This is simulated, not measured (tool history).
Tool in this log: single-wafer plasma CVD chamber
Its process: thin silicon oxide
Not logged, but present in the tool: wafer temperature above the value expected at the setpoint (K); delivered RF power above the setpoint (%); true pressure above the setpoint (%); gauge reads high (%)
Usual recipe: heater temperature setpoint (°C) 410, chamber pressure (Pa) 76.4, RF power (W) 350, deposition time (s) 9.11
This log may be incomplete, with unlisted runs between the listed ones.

run,hour,heater temperature setpoint (°C),chamber pressure (Pa),RF power (W),deposition time (s),wafers since the last listed run,hours since the last thermocouple change,hours since the last RF generator calibration,hours since the last manometer calibration,hours since the showerhead was replaced,hours since the gauge calibration,"read-back reference wafer on the same gauge, thickness_nm",mean film thickness on the monitor wafer (angstrom)
1,0,407,76.4,310,9.11,0,913.5,978.9,2460,4986.7,2515.1,9.992,115.21
2,78.4,407,76.4,310,9.11,3544,991.9,1057.3,2538.4,5065.1,2593.5,9.998,114.53
3,194.6,418,76.4,350,9.11,5254,1108.1,1173.5,2654.6,5181.3,2709.7,9.989,120.61
4,242.6,403,76.4,350,8.18,2170,1156.1,1221.5,2702.6,5229.3,2757.7,10.007,109.75
5,298.6,410,76.4,350,9.11,2532,1212.1,1277.5,2758.6,5285.3,2813.7,9.997,121.79
6,353.4,410,76.4,350,9.11,2477,1266.9,1332.3,2813.4,5340.1,2868.5,10.017,121.77
7,439,410,76.4,350,9.11,3870,1352.5,1417.9,2899,5425.7,2954.1,10.001,121.21
8,547,421,92.1,350,9.11,4883,1460.5,1525.9,3007,5533.7,3062.1,10.005,145.1
9,632,410,61.1,350,10,3843,1545.5,1610.9,3092,5618.7,3147.1,10,106.36
# hour 643.3: gauge calibrated
10,684.1,410,76.4,320,8.2,2355,1597.6,1663,3144.1,5670.8,40.8,10.005,104.61
# hour 706.8: capacitance manometer re-zeroed and calibrated
11,736.7,402,84.4,370,10.87,2016,1650.2,1715.6,29.9,5723.4,93.4,10.006,163.67
12,809.3,410,76.4,350,9.11,3282,1722.8,1788.2,102.5,5796,166,10.002,121.44
13,849.4,418,70.9,350,8.05,1813,1762.9,1828.3,142.6,5836.1,206.1,9.995,98.74
# hour 945.9: RF generator calibrated
14,952.1,402,76.4,310,9.11,4281,1865.6,6.2,245.3,5938.8,308.8,10.002,114.51
15,999.7,410,61.3,325,9.11,2152,1913.2,53.8,292.9,5986.4,356.4,10.016,94.58
# hour 1037.6: showerhead replaced
16,1107.7,401,62.9,395,7.35,4521,2021.2,161.8,400.9,70.1,464.4,10,85.15
17,1192.6,410,76.4,350,9.11,3838,2106.1,246.7,485.8,155,549.3,10.001,122.12
18,1237.3,410,76.4,350,9.11,2021,2150.8,291.4,530.5,199.7,594,9.986,121.95
19,1309.1,404,60.9,285,7.7,3246,2222.6,363.2,602.3,271.5,665.8,10.014,74.25
# hour 1354.2: thermocouple changed; heater temperature recalibrated
20,1386.8,395,91.2,385,10.69,3151,32.6,440.9,680,349.2,743.5,9.992,178.77
21,1478.3,410,60.9,350,9.11,4137,124.1,532.4,771.5,440.7,835,9.993,96.98
22,1558.3,395,61.3,350,10.27,3617,204.1,612.4,851.5,520.7,915,10.007,111.03
23,1613.7,410,76.4,300,9.11,2504,259.5,667.8,906.9,576.1,970.4,9.995,112.94
24,1658.1,396,62,285,10.43,2007,303.9,712.2,951.3,620.5,1014.8,10.001,102.7
25,1751.7,410,76.4,350,10.86,4232,397.5,805.8,1044.9,714.1,1108.4,10.009,144.99
26,1802.4,397,76.4,370,7.89,2292,448.2,856.5,1095.6,764.8,1159.1,10.003,109.4
27,1871.6,410,76.4,410,10.41,3128,517.4,925.7,1164.8,834,1228.3,9.999,148.14
28,1964.9,410,76.4,350,9.11,4218,610.7,1019,1258.1,927.3,1321.6,10.017,121.04

Forecast each of these 5 alternatives for the next run:
A,1965.3,410,76.4,350,9.11,18,611.1,1019.4,1258.5,927.7,1322,?,?
B,1965.3,399,76.4,315,9.11,18,611.1,1019.4,1258.5,927.7,1322,?,?
C,1965.3,410,76.4,370,9.11,18,611.1,1019.4,1258.5,927.7,1322,?,?
D,1965.3,404,76.4,350,9.11,18,611.1,1019.4,1258.5,927.7,1322,?,?
E,1965.3,406,76.4,405,7.31,18,611.1,1019.4,1258.5,927.7,1322,?,?

run,"read-back reference wafer on the same gauge, thickness_nm",mean film thickness on the monitor wafer (angstrom)
A,9.991,121.77
B,9.991,116.85
C,9.991,124.74
D,9.991,122.31
E,9.991,104.28
With the hidden condition removed and each run's random variation left untouched, the same runs would have given:
run,mean film thickness on the monitor wafer (angstrom)
A,121.77
B,116.85
C,124.74
D,122.31
E,104.28
